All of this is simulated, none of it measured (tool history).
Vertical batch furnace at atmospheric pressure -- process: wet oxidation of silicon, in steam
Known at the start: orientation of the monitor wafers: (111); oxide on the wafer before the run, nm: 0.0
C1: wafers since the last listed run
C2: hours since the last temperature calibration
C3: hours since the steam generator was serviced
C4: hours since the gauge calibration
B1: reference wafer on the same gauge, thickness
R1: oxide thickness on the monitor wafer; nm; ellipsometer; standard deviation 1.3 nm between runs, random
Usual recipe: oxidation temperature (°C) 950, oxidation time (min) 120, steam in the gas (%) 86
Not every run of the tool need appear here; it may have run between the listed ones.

Run 1, hour 0: usual settings but oxidation temperature (°C) 930; C1 0; C2 2334.9; C3 2192; C4 923.8; B1 480.1. Result: R1 442.33 nm.
Run 2, hour 13.2: usual settings but steam in the gas (%) 93; C1 188; C2 2348.1; C3 2205.2; C4 937; B1 480.3. Result: R1 528.57 nm.
Run 3, hour 38: usual settings but steam in the gas (%) 93; C1 354; C2 2372.9; C3 2230; C4 961.8; B1 480.3. Result: R1 531.99 nm.
Run 4, hour 65.7: usual settings; C1 395; C2 2400.6; C3 2257.7; C4 989.5; B1 479.98. Result: R1 505.92 nm.
Run 5, hour 83.2: usual settings; C1 249; C2 2418.1; C3 2275.2; C4 1007; B1 480.22. Result: R1 507.25 nm.
Run 6, hour 99.5: usual settings; C1 232; C2 2434.4; C3 2291.5; C4 1023.3; B1 480.04. Result: R1 507.12 nm.
Run 7, hour 114.5: usual settings but oxidation temperature (°C) 964; C1 214; C2 2449.4; C3 2306.5; C4 1038.3; B1 480. Result: R1 551.73 nm.
Run 8, hour 129.4: usual settings but oxidation time (min) 97.5; C1 212; C2 2464.3; C3 2321.4; C4 1053.2; B1 480.3. Result: R1 442.7 nm.
At hour 150.7: gauge calibrated.
Run 9, hour 160.5: usual settings but oxidation time (min) 86.5; C1 444; C2 2495.4; C3 2352.5; C4 9.8; B1 479.98. Result: R1 408.72 nm.
Run 10, hour 193.3: usual settings but oxidation time (min) 86.5; C1 468; C2 2528.2; C3 2385.3; C4 42.6; B1 479.93. Result: R1 406 nm.
Run 11, hour 226.3: usual settings; C1 471; C2 2561.2; C3 2418.3; C4 75.6; B1 480.27. Result: R1 506.25 nm.
Run 12, hour 276.2: usual settings; C1 712; C2 2611.1; C3 2468.2; C4 125.5; B1 479.88. Result: R1 507.98 nm.
Run 13, hour 300.3: usual settings but steam in the gas (%) 80; C1 344; C2 2635.2; C3 2492.3; C4 149.6; B1 479.81. Result: R1 484.48 nm.
Run 14, hour 321.6: usual settings but oxidation time (min) 86.5; C1 304; C2 2656.5; C3 2513.6; C4 170.9; B1 479.9. Result: R1 409.53 nm.
Run 15, hour 339.5: usual settings but oxidation temperature (°C) 927, oxidation time (min) 100, steam in the gas (%) 89; C1 255; C2 2674.4; C3 2531.5; C4 188.8; B1 480.39. Result: R1 392.82 nm.
Run 16, hour 362.1: usual settings but oxidation temperature (°C) 964, steam in the gas (%) 77; C1 322; C2 2697; C3 2554.1; C4 211.4; B1 479.77. Result: R1 517.6 nm.
Run 17, hour 385.4: usual settings but steam in the gas (%) 90; C1 332; C2 2720.3; C3 2577.4; C4 234.7; B1 480. Result: R1 520.57 nm.
Run 18, hour 398.3: usual settings; C1 184; C2 2733.2; C3 2590.3; C4 247.6; B1 480.09. Result: R1 507.94 nm.
Run 19, hour 415.4: usual settings but oxidation time (min) 164.5; C1 244; C2 2750.3; C3 2607.4; C4 264.7; B1 480.02. Result: R1 620.88 nm.
At hour 447.4: steam generator serviced.
Run 20, hour 447.9: usual settings but oxidation time (min) 65.5; C1 121; C2 2782.8; C3 0.5; C4 297.2; B1 480.26. Result: R1 350.97 nm.
Run 21, hour 454.7: usual settings but oxidation temperature (°C) 964, oxidation time (min) 166, steam in the gas (%) 92; C1 97; C2 2789.6; C3 7.3; C4 304; B1 480.38. Result: R1 725.82 nm.
Run 22, hour 467.3: usual settings; C1 179; C2 2802.2; C3 19.9; C4 316.6; B1 480.12. Result: R1 524.18 nm.
Run 23, hour 488.9: usual settings but oxidation temperature (°C) 930; C1 308; C2 2823.8; C3 41.5; C4 338.2; B1 480.05. Result: R1 457.21 nm.
Run 24, hour 543.1: usual settings but oxidation temperature (°C) 959, oxidation time (min) 95.5; C1 773; C2 2878; C3 95.7; C4 392.4; B1 480.18. Result: R1 479.24 nm.
At hour 570.4: thermocouples replaced and temperature profile calibrated.
Run 25, hour 578: usual settings but oxidation temperature (°C) 942, oxidation time (min) 164.5, steam in the gas (%) 92; C1 155; C2 7.6; C3 130.6; C4 427.3; B1 479.73. Result: R1 613.74 nm.
Run 26, hour 606: usual settings; C1 399; C2 35.6; C3 158.6; C4 455.3; B1 480.01. Result: R1 500.95 nm.
Run 27, hour 633.9: usual settings; C1 398; C2 63.5; C3 186.5; C4 483.2; B1 479.8. Result: R1 504.38 nm.
Run 28, hour 651.9: usual settings but oxidation temperature (°C) 930; C1 256; C2 81.5; C3 204.5; C4 501.2; B1 480.03. Result: R1 436.96 nm.
Run 29, hour 665.1: usual settings but oxidation temperature (°C) 964, oxidation time (min) 137.5, steam in the gas (%) 80; C1 188; C2 94.7; C3 217.7; C4 514.4; B1 479.92. Result: R1 570.86 nm.
Run 30, hour 687: usual settings; C1 312; C2 116.6; C3 239.6; C4 536.3; B1 480.24. Result: R1 500.86 nm.
Run 31, hour 713.8: usual settings but oxidation temperature (°C) 933; C1 382; C2 143.4; C3 266.4; C4 563.1; B1 480.06. Result: R1 446.53 nm.
Run 32, hour 734: usual settings but oxidation temperature (°C) 972, oxidation time (min) 66.5, steam in the gas (%) 81; C1 288; C2 163.6; C3 286.6; C4 583.3; B1 480.09. Result: R1 379.68 nm.
Run 33, hour 748.2: usual settings but oxidation temperature (°C) 971, oxidation time (min) 81.5, steam in the gas (%) 76; C1 202; C2 177.8; C3 300.8; C4 597.5; B1 480.32. Result: R1 411.4 nm.
Run 34, hour 776.4: usual settings but oxidation temperature (°C) 960, oxidation time (min) 86.5, steam in the gas (%) 82; C1 402; C2 206; C3 329; C4 625.7; B1 480.08. Result: R1 420.58 nm.
Run 35, hour 794.5: usual settings but steam in the gas (%) 91; C1 258; C2 224.1; C3 347.1; C4 643.8; B1 480.23. Result: R1 520.72 nm.
Run 36, hour 823.5: usual settings but oxidation temperature (°C) 927, oxidation time (min) 174.5, steam in the gas (%) 75; C1 414; C2 253.1; C3 376.1; C4 672.8; B1 479.71. Result: R1 502.42 nm.
Run 37, hour 844.3: usual settings; C1 296; C2 273.9; C3 396.9; C4 693.6; B1 480.16. Result: R1 500.78 nm.

Run-by-run hidden state of the tool:
gauge reads high (%): 0 in every run
H1: true tube temperature minus thermocouple reading, K
H2: steam share off its setpoint, % of the setpoint
run     H1      H2
  1   5.13   -5.13
  2   5.15   -5.13
  3    5.2   -5.14
  4   5.25   -5.15
  5   5.28   -5.16
  6   5.31   -5.16
  7   5.34   -5.17
  8   5.37   -5.17
  9   5.42   -5.18
 10   5.48   -5.19
 11   5.54    -5.2
 12   5.64   -5.22
 13   5.68   -5.23
 14   5.72   -5.23
 15   5.75   -5.24
 16   5.79   -5.24
 17   5.84   -5.25
 18   5.86   -5.25
 19   5.89   -5.25
 20   5.95  -0.149
 21   5.96  -0.195
 22   5.99  -0.278
 23   6.03  -0.416
 24   6.12  -0.748
 25  0.303   -0.95
 26  0.355   -1.11
 27  0.406   -1.25
 28  0.439   -1.35
 29  0.463   -1.42
 30  0.503   -1.52
 31  0.552   -1.65
 32  0.589   -1.75
 33  0.615   -1.81
 34  0.667   -1.94
 35    0.7   -2.02
 36  0.753   -2.14
 37  0.791   -2.22
